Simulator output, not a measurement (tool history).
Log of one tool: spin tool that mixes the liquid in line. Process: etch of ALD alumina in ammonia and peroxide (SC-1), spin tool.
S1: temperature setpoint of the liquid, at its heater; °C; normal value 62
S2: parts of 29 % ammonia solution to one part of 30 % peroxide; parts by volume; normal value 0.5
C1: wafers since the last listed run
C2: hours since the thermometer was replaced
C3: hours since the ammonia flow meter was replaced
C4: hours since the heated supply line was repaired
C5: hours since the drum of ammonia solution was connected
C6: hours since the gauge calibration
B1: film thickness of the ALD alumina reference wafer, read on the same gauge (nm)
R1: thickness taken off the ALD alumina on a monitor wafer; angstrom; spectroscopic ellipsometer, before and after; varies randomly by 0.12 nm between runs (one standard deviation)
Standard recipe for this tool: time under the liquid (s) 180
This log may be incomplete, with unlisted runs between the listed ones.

run 1 hour=0 | S1=62 S2=0.5 time_under_the_liquid_(s)=180 | C1=0 C2=733.7 C3=1503.9 C4=3967.9 C5=299 C6=190.9 | B1=150.01 | R1=113.7
run 2 hour=22.4 | S1=62 S2=0.5 time_under_the_liquid_(s)=180 | C1=191 C2=756.1 C3=1526.3 C4=3990.3 C5=321.4 C6=213.3 | B1=150 | R1=112.9
run 3 hour=38.9 | S1=62 S2=0.5 time_under_the_liquid_(s)=180 | C1=141 C2=772.6 C3=1542.8 C4=4006.8 C5=337.9 C6=229.8 | B1=150 | R1=113.6
run 4 hour=56.9 | S1=62 S2=0.5 time_under_the_liquid_(s)=180 | C1=154 C2=790.6 C3=1560.8 C4=4024.8 C5=355.9 C6=247.8 | B1=150 | R1=112.1
run 5 hour=87.4 | S1=62 S2=0.5 time_under_the_liquid_(s)=180 | C1=261 C2=821.1 C3=1591.3 C4=4055.3 C5=386.4 C6=278.3 | B1=149.98 | R1=111
run 6 hour=118.5 | S1=65 S2=0.5 time_under_the_liquid_(s)=210 | C1=266 C2=852.2 C3=1622.4 C4=4086.4 C5=417.5 C6=309.4 | B1=150 | R1=151.4
run 7 hour=153.4 | S1=65 S2=0.5 time_under_the_liquid_(s)=210 | C1=298 C2=887.1 C3=1657.3 C4=4121.3 C5=452.4 C6=344.3 | B1=150.01 | R1=152.4
run 8 hour=169.3 | S1=62 S2=0.5 time_under_the_liquid_(s)=180 | C1=136 C2=903 C3=1673.2 C4=4137.2 C5=468.3 C6=360.2 | B1=150.01 | R1=112.5
run 9 hour=187.2 | S1=62 S2=0.5 time_under_the_liquid_(s)=180 | C1=153 C2=920.9 C3=1691.1 C4=4155.1 C5=486.2 C6=378.1 | B1=150 | R1=110
run 10 hour=219.3 | S1=62 S2=0.45 time_under_the_liquid_(s)=180 | C1=274 C2=953 C3=1723.2 C4=4187.2 C5=518.3 C6=410.2 | B1=150.01 | R1=108.3
run 11 hour=244 | S1=62 S2=0.45 time_under_the_liquid_(s)=180 | C1=211 C2=977.7 C3=1747.9 C4=4211.9 C5=543 C6=434.9 | B1=150.02 | R1=108.6
run 12 hour=271.2 | S1=66.5 S2=0.5 time_under_the_liquid_(s)=210 | C1=232 C2=1004.9 C3=1775.1 C4=4239.1 C5=570.2 C6=462.1 | B1=149.99 | R1=163.5
run 13 hour=300.8 | S1=62 S2=0.5 time_under_the_liquid_(s)=180 | C1=253 C2=1034.5 C3=1804.7 C4=4268.7 C5=599.8 C6=491.7 | B1=150.01 | R1=108.8
run 14 hour=315.2 | S1=62 S2=0.5 time_under_the_liquid_(s)=180 | C1=123 C2=1048.9 C3=1819.1 C4=4283.1 C5=614.2 C6=506.1 | B1=150 | R1=107.3
run 15 hour=338.9 | S1=55.5 S2=0.55 time_under_the_liquid_(s)=265 | C1=202 C2=1072.6 C3=1842.8 C4=4306.8 C5=637.9 C6=529.8 | B1=149.99 | R1=113.1
-- hour=355.2 new drum of ammonia solution connected
run 16 hour=371.7 | S1=62 S2=0.5 time_under_the_liquid_(s)=180 | C1=272 C2=1105.4 C3=1875.6 C4=4339.6 C5=16.5 C6=562.6 | B1=150 | R1=108
-- hour=384.8 gauge calibrated
-- hour=399.4 thermometer replaced
-- hour=400.6 heated supply line repaired
run 17 hour=401.1 | S1=56 S2=0.75 time_under_the_liquid_(s)=140 | C1=234 C2=1.7 C3=1905 C4=0.5 C5=45.9 C6=16.3 | B1=150 | R1=74.2
-- hour=418.7 ammonia flow meter replaced
run 18 hour=457.8 | S1=62 S2=0.65 time_under_the_liquid_(s)=180 | C1=476 C2=58.4 C3=39.1 C4=57.2 C5=102.6 C6=73 | B1=150 | R1=127

Run 19 is up next; what results do you expect?
run 19 hour=472.8 | S1=62 S2=0.5 time_under_the_liquid_(s)=180 | C1=128 C2=73.4 C3=54.1 C4=72.2 C5=117.6 C6=88 | B1=? | R1=?

Logged for run 19: B1 149.99, R1 125.1 angstrom.
Without the tool's hidden state the same run would have given R1 127.8 angstrom.

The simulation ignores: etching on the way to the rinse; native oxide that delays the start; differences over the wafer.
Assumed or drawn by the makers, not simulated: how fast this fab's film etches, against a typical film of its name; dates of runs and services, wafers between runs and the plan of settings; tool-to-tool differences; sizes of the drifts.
